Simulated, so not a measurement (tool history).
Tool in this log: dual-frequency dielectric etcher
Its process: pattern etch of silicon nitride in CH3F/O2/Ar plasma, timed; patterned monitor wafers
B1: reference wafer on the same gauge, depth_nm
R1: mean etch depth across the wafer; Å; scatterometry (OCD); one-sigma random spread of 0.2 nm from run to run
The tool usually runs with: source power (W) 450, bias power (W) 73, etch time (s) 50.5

{"run": 1, "hour": 0.0, "source power (W)": 450, "bias power (W)": 65, "etch time (s)": 50.5, "B1": 35.02, "R1": 373.4}
{"run": 2, "hour": 25.5, "source power (W)": 450, "bias power (W)": 65, "etch time (s)": 50.5, "B1": 35.04, "R1": 377.5}
{"run": 3, "hour": 44.6, "source power (W)": 450, "bias power (W)": 65, "etch time (s)": 50.5, "B1": 35.01, "R1": 372.2}
{"run": 4, "hour": 76.1, "source power (W)": 450, "bias power (W)": 73, "etch time (s)": 50.5, "B1": 35.0, "R1": 392.8}
{"hour": 110.8, "done": "gauge calibrated"}
{"hour": 150.1, "done": "upper electrode replaced"}
{"run": 5, "hour": 150.6, "source power (W)": 450, "bias power (W)": 73, "etch time (s)": 50.5, "B1": 35.0, "R1": 396.1}
{"run": 6, "hour": 151.6, "source power (W)": 450, "bias power (W)": 73, "etch time (s)": 50.5, "B1": 34.92, "R1": 397.5}
{"run": 7, "hour": 171.6, "source power (W)": 490, "bias power (W)": 73, "etch time (s)": 50.5, "B1": 34.97, "R1": 405.4}
{"run": 8, "hour": 184.3, "source power (W)": 490, "bias power (W)": 73, "etch time (s)": 50.5, "B1": 34.96, "R1": 413.6}
{"hour": 200.2, "done": "source power generator calibrated"}
{"hour": 216.1, "done": "wet clean of the chamber"}
{"run": 9, "hour": 216.6, "source power (W)": 490, "bias power (W)": 73, "etch time (s)": 50.5, "B1": 35.08, "R1": 420.9}
{"hour": 230.3, "done": "bias power generator calibrated"}
{"run": 10, "hour": 246.9, "source power (W)": 450, "bias power (W)": 73, "etch time (s)": 50.5, "B1": 34.98, "R1": 410.3}
{"hour": 282.5, "done": "wet clean of the chamber, repeated, since the last time left the tool worse"}
{"run": 11, "hour": 283.0, "source power (W)": 450, "bias power (W)": 73, "etch time (s)": 50.5, "B1": 35.04, "R1": 390.2}
{"run": 12, "hour": 289.5, "source power (W)": 450, "bias power (W)": 88, "etch time (s)": 46.5, "B1": 34.96, "R1": 391.2}
{"run": 13, "hour": 305.2, "source power (W)": 450, "bias power (W)": 73, "etch time (s)": 56.5, "B1": 35.04, "R1": 432.1}
{"run": 14, "hour": 338.1, "source power (W)": 450, "bias power (W)": 73, "etch time (s)": 50.5, "B1": 35.02, "R1": 392.9}
{"run": 15, "hour": 359.8, "source power (W)": 450, "bias power (W)": 73, "etch time (s)": 50.5, "B1": 34.99, "R1": 393.4}
{"hour": 365.2, "done": "gauge calibrated"}
{"run": 16, "hour": 384.4, "source power (W)": 450, "bias power (W)": 73, "etch time (s)": 50.5, "B1": 35.0, "R1": 391.4}
{"run": 17, "hour": 406.3, "source power (W)": 450, "bias power (W)": 88, "etch time (s)": 50.5, "B1": 35.0, "R1": 425.2}
{"run": 18, "hour": 433.6, "source power (W)": 450, "bias power (W)": 73, "etch time (s)": 59.5, "B1": 35.0, "R1": 466.1}
{"run": 19, "hour": 453.1, "source power (W)": 450, "bias power (W)": 80, "etch time (s)": 50.5, "B1": 35.03, "R1": 411.5}
{"run": 20, "hour": 469.9, "source power (W)": 510, "bias power (W)": 73, "etch time (s)": 50.5, "B1": 34.95, "R1": 413.5}

3 options for the next run, each taken on its own from the tool as it stands now. Forecast them:
{"run": "A", "hour": 470.3, "source power (W)": 450, "bias power (W)": 73, "etch time (s)": 50.5, "B1": "?", "R1": "?"}
{"run": "B", "hour": 470.3, "source power (W)": 370, "bias power (W)": 62, "etch time (s)": 55.5, "B1": "?", "R1": "?"}
{"run": "C", "hour": 470.3, "source power (W)": 450, "bias power (W)": 81, "etch time (s)": 50.5, "B1": "?", "R1": "?"}

run=A B1=35.02 R1=395.2
run=B B1=35.02 R1=375.0
run=C B1=35.02 R1=413.1
Without the tool's hidden state the same runs would have given:
run=A R1=388.2
run=B R1=368.4
run=C R1=405.8
